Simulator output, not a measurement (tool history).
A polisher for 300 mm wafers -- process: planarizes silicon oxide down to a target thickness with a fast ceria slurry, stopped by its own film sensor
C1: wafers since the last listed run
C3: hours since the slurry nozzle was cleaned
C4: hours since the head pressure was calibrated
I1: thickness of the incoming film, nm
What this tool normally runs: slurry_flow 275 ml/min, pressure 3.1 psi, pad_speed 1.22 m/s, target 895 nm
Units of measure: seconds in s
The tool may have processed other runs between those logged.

Run 1, hour 0: usual settings but pad_speed 1.42 m/s; C1 0; wafers polished on this pad 2203; C3 152.5; C4 770; I1 2329.4. Result: seconds 56.1 s.
Run 2, hour 30.9: usual settings but target 527 nm; C1 205; wafers polished on this pad 2408; C3 183.4; C4 800.9; I1 2316.7. Result: seconds 81.5 s.
Run 3, hour 96.2: usual settings but target 527 nm; C1 433; wafers polished on this pad 2842; C3 248.7; C4 866.2; I1 2333.5. Result: seconds 83.2 s.
At hour 116.9: worn pad replaced by a new one.
Run 4, hour 130.5: usual settings but target 527 nm; C1 201; wafers polished on this pad 90; C3 283; C4 900.5; I1 2311.8. Result: seconds 82.5 s.
Run 5, hour 178.7: usual settings but slurry_flow 235 ml/min; C1 319; wafers polished on this pad 410; C3 331.2; C4 948.7; I1 2312.9. Result: seconds 66.8 s.
Run 6, hour 238.3: usual settings but slurry_flow 235 ml/min; C1 395; wafers polished on this pad 805; C3 390.8; C4 1008.3; I1 2306.8. Result: seconds 66.2 s.
Run 7, hour 268.4: usual settings but slurry_flow 235 ml/min; C1 199; wafers polished on this pad 1005; C3 420.9; C4 1038.4; I1 2281.3. Result: seconds 63.7 s.
Run 8, hour 320.4: usual settings but slurry_flow 320 ml/min; C1 345; wafers polished on this pad 1350; C3 472.9; C4 1090.4; I1 2319. Result: seconds 64.8 s.
Run 9, hour 348: usual settings; C1 183; wafers polished on this pad 1533; C3 500.5; C4 1118; I1 2361. Result: seconds 66.9 s.
Run 10, hour 400.2: usual settings; C1 346; wafers polished on this pad 1880; C3 552.7; C4 1170.2; I1 2277.2. Result: seconds 62.8 s.
At hour 458.5: head pressure recalibrated.
Run 11, hour 469.6: usual settings; C1 447; wafers polished on this pad 2327; C3 622.1; C4 11.1; I1 2298.4. Result: seconds 59.4 s.
Run 12, hour 494.1: usual settings; C1 162; wafers polished on this pad 2490; C3 646.6; C4 35.6; I1 2306.8. Result: seconds 60 s.
Run 13, hour 541.5: usual settings; C1 314; wafers polished on this pad 2804; C3 694; C4 83; I1 2319.5. Result: seconds 60.4 s.
At hour 550.5: slurry nozzle cleaned.
Run 14, hour 581.9: usual settings; C1 261; wafers polished on this pad 3066; C3 31.4; C4 123.4; I1 2294. Result: seconds 60.2 s.
At hour 591.4: worn pad replaced by a new one.
Run 15, hour 612: usual settings; C1 173; wafers polished on this pad 136; C3 61.5; C4 153.5; I1 2314.7. Result: seconds 61.3 s.
Run 16, hour 673.3: usual settings but pressure 4 psi, target 1181 nm; C1 406; wafers polished on this pad 543; C3 122.8; C4 214.8; I1 2281.2. Result: seconds 37.5 s.
Run 17, hour 705.4: usual settings but slurry_flow 230 ml/min; C1 213; wafers polished on this pad 756; C3 154.9; C4 246.9; I1 2310.4. Result: seconds 63.7 s.
Run 18, hour 766.2: usual settings but target 1333 nm; C1 403; wafers polished on this pad 1160; C3 215.7; C4 307.7; I1 2331.9. Result: seconds 44.8 s.
Run 19, hour 893: usual settings but slurry_flow 355 ml/min, pressure 4.2 psi; C1 841; wafers polished on this pad 2001; C3 342.5; C4 434.5; I1 2278.7. Result: seconds 45 s.
Run 20, hour 935.2: usual settings but slurry_flow 190 ml/min, pressure 2.1 psi, target 1226 nm; C1 280; wafers polished on this pad 2281; C3 384.7; C4 476.7; I1 2341.6. Result: seconds 76.3 s.
Run 21, hour 986.1: usual settings but slurry_flow 205 ml/min; C1 337; wafers polished on this pad 2619; C3 435.6; C4 527.6; I1 2342. Result: seconds 67.8 s.
Run 22, hour 1034.2: usual settings but slurry_flow 235 ml/min, pressure 2.3 psi; C1 319; wafers polished on this pad 2938; C3 483.7; C4 575.7; I1 2305.7. Result: seconds 88 s.
Run 23, hour 1072.8: usual settings but pressure 2.3 psi, pad_speed 0.82 m/s, target 1072 nm; C1 256; wafers polished on this pad 3194; C3 522.3; C4 614.3; I1 2335.6. Result: seconds 113.2 s.
Run 24, hour 1142.4: usual settings; C1 461; wafers polished on this pad 3656; C3 591.9; C4 683.9; I1 2352.7. Result: seconds 66.4 s.
At hour 1155.2: worn pad replaced by a new one.
Run 25, hour 1174.7: usual settings but target 1082 nm; C1 187; wafers polished on this pad 129; C3 624.2; C4 716.2; I1 2289.2. Result: seconds 54.9 s.
Run 26, hour 1236.7: usual settings but slurry_flow 195 ml/min, pressure 3.5 psi, pad_speed 0.84 m/s; C1 411; wafers polished on this pad 540; C3 686.2; C4 778.2; I1 2270.5. Result: seconds 83.9 s.
Run 27, hour 1268.4: usual settings; C1 210; wafers polished on this pad 751; C3 717.9; C4 809.9; I1 2293.8. Result: seconds 64.6 s.
At hour 1280.1: slurry nozzle cleaned.
At hour 1431.2: head pressure recalibrated.
Run 28, hour 1436.9: usual settings but slurry_flow 195 ml/min, pressure 3.8 psi, target 419 nm; C1 1098; wafers polished on this pad 1849; C3 156.8; C4 5.7; I1 2340.8. Result: seconds 68 s.
Run 29, hour 1613.4: usual settings but slurry_flow 190 ml/min, pressure 4.1 psi, target 1023 nm; C1 1171; wafers polished on this pad 3020; C3 333.3; C4 182.2; I1 2343. Result: seconds 45.8 s.
Run 30, hour 1659.7: usual settings but pressure 2.5 psi, target 1289 nm; C1 307; wafers polished on this pad 3328; C3 379.6; C4 228.5; I1 2323.9. Result: seconds 56.6 s.
At hour 1700.1: worn pad replaced by a new one.
Run 31, hour 1711.9: usual settings but target 705 nm; C1 319; wafers polished on this pad 78; C3 431.8; C4 280.7; I1 2336. Result: seconds 73.3 s.
Run 32, hour 1746.6: usual settings but slurry_flow 365 ml/min, pressure 2.2 psi; C1 230; wafers polished on this pad 308; C3 466.5; C4 315.4; I1 2299. Result: seconds 87.3 s.
Run 33, hour 1800.4: usual settings but pad_speed 1.38 m/s; C1 357; wafers polished on this pad 665; C3 520.3; C4 369.2; I1 2279.5. Result: seconds 55.2 s.
Run 34, hour 1834.7: usual settings but slurry_flow 200 ml/min, pressure 3.5 psi, pad_speed 0.88 m/s; C1 227; wafers polished on this pad 893; C3 554.6; C4 403.5; I1 2310.3. Result: seconds 80.6 s.
Run 35, hour 1872.7: usual settings; C1 252; wafers polished on this pad 1145; C3 592.6; C4 441.5; I1 2292.6. Result: seconds 63.1 s.
Run 36, hour 1902.6: usual settings but pressure 4 psi, target 1181 nm; C1 198; wafers polished on this pad 1343; C3 622.5; C4 471.4; I1 2323.1. Result: seconds 39.5 s.
At hour 2000.2: slurry nozzle cleaned.
Run 37, hour 2018.2: usual settings but slurry_flow 360 ml/min, pressure 2.5 psi, target 1387 nm; C1 760; wafers polished on this pad 2104; C3 18; C4 587; I1 2352.6. Result: seconds 53.2 s.

Forecast each of these 4 alternatives for the next run:
Run A, hour 2018.7: usual settings; C1 3; wafers polished on this pad 2107; C3 18.5; C4 587.5; I1 2273.3. Result: seconds ?.
Run B, hour 2018.7: usual settings but pressure 2.5 psi, pad_speed 1.6 m/s, target 697 nm; C1 3; wafers polished on this pad 2107; C3 18.5; C4 587.5; I1 2273.3. Result: seconds ?.
Run C, hour 2018.7: usual settings but slurry_flow 235 ml/min, pad_speed 1.42 m/s; C1 3; wafers polished on this pad 2107; C3 18.5; C4 587.5; I1 2273.3. Result: seconds ?.
Run D, hour 2018.7: usual settings but pressure 3.9 psi, pad_speed 1.54 m/s, target 1272 nm; C1 3; wafers polished on this pad 2107; C3 18.5; C4 587.5; I1 2273.3. Result: seconds ?.

run  seconds
  A     61.8
  B     66.9
  C     53.9
  D     28.3
Stripped of hidden state, with their random variation kept, the same runs would have yielded:
run  seconds
  A     57.8
  B     62.5
  C     50.4
  D     26.4
